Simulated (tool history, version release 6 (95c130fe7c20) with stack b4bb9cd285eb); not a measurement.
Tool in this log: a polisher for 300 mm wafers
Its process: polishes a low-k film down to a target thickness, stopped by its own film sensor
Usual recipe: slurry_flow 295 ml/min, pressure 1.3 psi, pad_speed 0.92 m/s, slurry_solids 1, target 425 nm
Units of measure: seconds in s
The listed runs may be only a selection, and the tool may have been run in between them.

run   hour  slurry_flow  pressure  pad_speed  slurry_solids  target  wafers since the last listed run  wafers polished on this pad  hours since the slurry nozzle was cleaned  hours since the head pressure was calibrated  hours since the slurry blender was calibrated  hours since the conditioning disc was replaced  incoming thickness of the incoming film, nm  seconds
  1      0          320       1.3       0.92              1     425                                 0                         1221                                      257.2                                         390.6                                           92.7                                              59                                        438.6     61.2
  2   30.3          320       1.3       0.92              1     425                               322                         1543                                      287.5                                         420.9                                            123                                            89.3                                        434.3     44.3
  3   42.3          295       1.4       0.92              1     425                               127                         1671                                      299.5                                         432.9                                            135                                           101.3                                        439.9     68.2
      47.6  -- worn pad replaced by a new one
  4     64          295       1.3       0.92              1     425                               188                          174                                      321.2                                         454.6                                          156.7                                             123                                        441.5     83.5
        84  -- slurry blender recalibrated
  5   84.5          295       1.3       0.92              1     425                               196                          371                                      341.7                                         475.1                                            0.5                                           143.5                                        438.9       64
      91.3  -- conditioning disc replaced and pad reconditioned
     100.4  -- slurry nozzle cleaned
  6  102.7          295       1.6       0.92              1     425                               161                          533                                        2.3                                         493.3                                           18.7                                            11.4                                        439.8     52.7
  7  136.7          295       1.6       0.92              1     425                               361                          894                                       36.3                                         527.3                                           52.7                                            45.4                                        437.4     47.8
  8    152          295       0.9        0.7              1     425                               162                         1057                                       51.6                                         542.6                                             68                                            60.7                                        443.7    135.1
  9  174.6          295       1.3       0.92              1     427                               240                         1297                                       74.2                                         565.2                                           90.6                                            83.3                                        441.5     68.8
 10  209.9          335       1.3       0.66              1     430                               375                         1673                                      109.5                                         600.5                                          125.9                                           118.6                                        435.2     31.3
     215.1  -- worn pad replaced by a new one
     230.8  -- head pressure recalibrated
 11  235.7          295       0.9       0.78           0.75     426                               210                          198                                      135.3                                           4.9                                          151.7                                           144.4                                        444.4    152.8
 12  254.9          295       1.5       0.66           0.75     429                               204                          402                                      154.5                                          24.1                                          170.9                                           163.6                                          436     45.2
     271.4  -- conditioning disc replaced and pad reconditioned
 13  272.7          370       1.1       0.92           0.85     427                               168                          570                                      172.3                                          41.9                                          188.7                                             1.3                                        447.3    114.6
 14  301.1          230         1       0.92              1     425                               302                          872                                      200.7                                          70.3                                          217.1                                            29.7                                        439.9     94.2
     318.7  -- slurry blender recalibrated
 15  319.2          295       1.3       0.92              1     425                               171                         1043                                      218.8                                          88.4                                            0.5                                            47.8                                        434.5     41.3
 16  343.9          295       1.3       0.92            0.8     425                               262                         1306                                      243.5                                         113.1                                           25.2                                            72.5                                          437     59.2
 17  371.7          295       1.3       0.92              1     425                               295                         1602                                      271.3                                         140.9                                             53                                           100.3                                          433     36.6
     380.4  -- worn pad replaced by a new one
 18  387.2          295       1.3          1            0.9     425                               122                           72                                      286.8                                         156.4                                           68.5                                           115.8                                        444.6       91
 19  409.5          295       1.3       0.84              1     425                               237                          309                                      309.1                                         178.7                                           90.8                                           138.1                                        436.3     58.8
       417  -- conditioning disc replaced and pad reconditioned
 20    430          295       1.3       0.92              1     428                               196                          506                                      329.6                                         199.2                                          111.3                                              13                                        435.7     33.1
 21  452.7          260       1.3       0.92              1     425                               241                          747                                      352.3                                         221.9                                            134                                            35.7                                        444.8     91.1

Estimate the outcome of run 22 from the log above:
 22  489.7          295       1.3       0.92              1     425                               393                         1141                                      389.3                                         258.9                                            171                                            72.7                                          445        ?

seconds: 99.1 s
With the hidden condition absent and the run-to-run variation left alone, this run would have shown seconds 75.9 s.
